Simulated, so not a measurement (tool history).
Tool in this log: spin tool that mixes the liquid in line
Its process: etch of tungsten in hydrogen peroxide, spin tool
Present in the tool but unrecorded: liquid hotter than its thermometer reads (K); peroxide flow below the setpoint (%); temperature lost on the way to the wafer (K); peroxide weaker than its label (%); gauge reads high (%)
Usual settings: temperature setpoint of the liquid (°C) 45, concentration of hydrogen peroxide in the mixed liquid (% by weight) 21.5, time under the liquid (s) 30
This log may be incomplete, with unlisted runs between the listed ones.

| run | hour | temperature setpoint of the liquid (°C) | concentration of hydrogen peroxide in the mixed liquid (% by weight) | time under the liquid (s) | wafers since the last listed run | hours since the thermometer was replaced | hours since the peroxide flow meter was replaced | hours since the heated supply line was repaired | hours since the drum of peroxide was connected | hours since the gauge calibration | read-back film thickness of the tungsten reference wafer, read on the same gauge (nm) | thickness taken off the tungsten on a monitor wafer (Å) |
|---|---|---|---|---|---|---|---|---|---|---|---|---|
| 1 | 0 | 45 | 16.5 | 30 | 0 | 1526.1 | 398.9 | 3275.9 | 539.2 | 308.2 | 79.99 | 145.9 |
|  | 4.4 | new drum of peroxide connected |
| 2 | 22.6 | 45 | 16.5 | 30 | 236 | 1548.7 | 421.5 | 3298.5 | 18.2 | 330.8 | 80 | 146.2 |
| 3 | 52 | 45 | 16.5 | 30 | 321 | 1578.1 | 450.9 | 3327.9 | 47.6 | 360.2 | 80.01 | 146.8 |
| 4 | 83 | 48 | 17 | 30 | 339 | 1609.1 | 481.9 | 3358.9 | 78.6 | 391.2 | 80 | 178 |
| 5 | 98.3 | 48 | 17 | 30 | 167 | 1624.4 | 497.2 | 3374.2 | 93.9 | 406.5 | 80 | 181.5 |
|  | 105.8 | gauge calibrated |
| 6 | 114.9 | 45 | 18.5 | 45 | 181 | 1641 | 513.8 | 3390.8 | 110.5 | 9.1 | 80 | 236.1 |
| 7 | 161.1 | 45 | 21.5 | 30 | 505 | 1687.2 | 560 | 3437 | 156.7 | 55.3 | 80 | 167.4 |
| 8 | 176.6 | 45 | 21.5 | 30 | 169 | 1702.7 | 575.5 | 3452.5 | 172.2 | 70.8 | 80.01 | 168.9 |
| 9 | 191 | 45 | 21.5 | 30 | 157 | 1717.1 | 589.9 | 3466.9 | 186.6 | 85.2 | 80 | 169.5 |
| 10 | 218.2 | 45 | 21.5 | 30 | 297 | 1744.3 | 617.1 | 3494.1 | 213.8 | 112.4 | 80.01 | 169.3 |
|  | 237.5 | peroxide flow meter replaced |
| 11 | 240 | 45 | 21.5 | 30 | 227 | 1766.1 | 2.5 | 3515.9 | 235.6 | 134.2 | 80 | 165.4 |
| 12 | 254.8 | 49 | 21.5 | 20 | 161 | 1780.9 | 17.3 | 3530.7 | 250.4 | 149 | 80.02 | 142 |
| 13 | 276.3 | 38 | 23.5 | 30 | 235 | 1802.4 | 38.8 | 3552.2 | 271.9 | 170.5 | 80 | 111.6 |
| 14 | 292.5 | 52 | 21.5 | 30 | 177 | 1818.6 | 55 | 3568.4 | 288.1 | 186.7 | 80 | 259.1 |
| 15 | 324.3 | 35.5 | 21.5 | 15 | 347 | 1850.4 | 86.8 | 3600.2 | 319.9 | 218.5 | 80.02 | 45.6 |
| 16 | 344.9 | 45 | 21.5 | 30 | 225 | 1871 | 107.4 | 3620.8 | 340.5 | 239.1 | 80 | 167.5 |
| 17 | 367.6 | 45 | 21.5 | 30 | 248 | 1893.7 | 130.1 | 3643.5 | 363.2 | 261.8 | 80 | 168.7 |
| 18 | 399.7 | 40 | 18 | 35 | 351 | 1925.8 | 162.2 | 3675.6 | 395.3 | 293.9 | 79.99 | 128.8 |
| 19 | 423.8 | 45 | 26.5 | 30 | 263 | 1949.9 | 186.3 | 3699.7 | 419.4 | 318 | 79.99 | 185 |
| 20 | 455.6 | 39 | 16.5 | 30 | 347 | 1981.7 | 218.1 | 3731.5 | 451.2 | 349.8 | 79.98 | 99.6 |
|  | 457 | heated supply line repaired |
|  | 468.2 | new drum of peroxide connected |
| 21 | 472.5 | 45 | 21.5 | 30 | 163 | 1998.6 | 235 | 15.5 | 4.3 | 366.7 | 80 | 224.3 |
|  | 476.7 | thermometer replaced |
| 22 | 495.7 | 39 | 21.5 | 15 | 242 | 19 | 258.2 | 38.7 | 27.5 | 389.9 | 80 | 65.8 |
| 23 | 520 | 45 | 15 | 20 | 265 | 43.3 | 282.5 | 63 | 51.8 | 414.2 | 79.99 | 103.6 |
| 24 | 538.3 | 37.5 | 15.5 | 15 | 200 | 61.6 | 300.8 | 81.3 | 70.1 | 432.5 | 80.01 | 49.9 |
|  | 552.2 | gauge calibrated |
| 25 | 562.2 | 54 | 21.5 | 30 | 261 | 85.5 | 324.7 | 105.2 | 94 | 10 | 80 | 332.1 |
| 26 | 588.5 | 38.5 | 26.5 | 20 | 287 | 111.8 | 351 | 131.5 | 120.3 | 36.3 | 79.99 | 91.8 |
| 27 | 631.2 | 42 | 23.5 | 25 | 467 | 154.5 | 393.7 | 174.2 | 163 | 79 | 80.01 | 134.8 |

Give the tool's hidden conditions for every run:
peroxide flow below the setpoint (%): 0 on each run
peroxide weaker than its label (%): 0 on each run
gauge reads high (%): 0 on each run
H1: liquid hotter than its thermometer reads (K)
H2: temperature lost on the way to the wafer (K)
| run | H1 | H2 |
|---|---|---|
| 1 | 2.24 | 4.29 |
| 2 | 2.27 | 4.32 |
| 3 | 2.31 | 4.36 |
| 4 | 2.36 | 4.39 |
| 5 | 2.38 | 4.41 |
| 6 | 2.4 | 4.43 |
| 7 | 2.47 | 4.49 |
| 8 | 2.49 | 4.51 |
| 9 | 2.51 | 4.53 |
| 10 | 2.55 | 4.56 |
| 11 | 2.58 | 4.58 |
| 12 | 2.6 | 4.6 |
| 13 | 2.63 | 4.63 |
| 14 | 2.66 | 4.65 |
| 15 | 2.7 | 4.69 |
| 16 | 2.73 | 4.71 |
| 17 | 2.76 | 4.74 |
| 18 | 2.81 | 4.78 |
| 19 | 2.84 | 4.81 |
| 20 | 2.89 | 4.85 |
| 21 | 2.91 | 0.406 |
| 22 | 0.402 | 0.434 |
| 23 | 0.436 | 0.464 |
| 24 | 0.463 | 0.486 |
| 25 | 0.497 | 0.515 |
| 26 | 0.534 | 0.547 |
| 27 | 0.595 | 0.599 |

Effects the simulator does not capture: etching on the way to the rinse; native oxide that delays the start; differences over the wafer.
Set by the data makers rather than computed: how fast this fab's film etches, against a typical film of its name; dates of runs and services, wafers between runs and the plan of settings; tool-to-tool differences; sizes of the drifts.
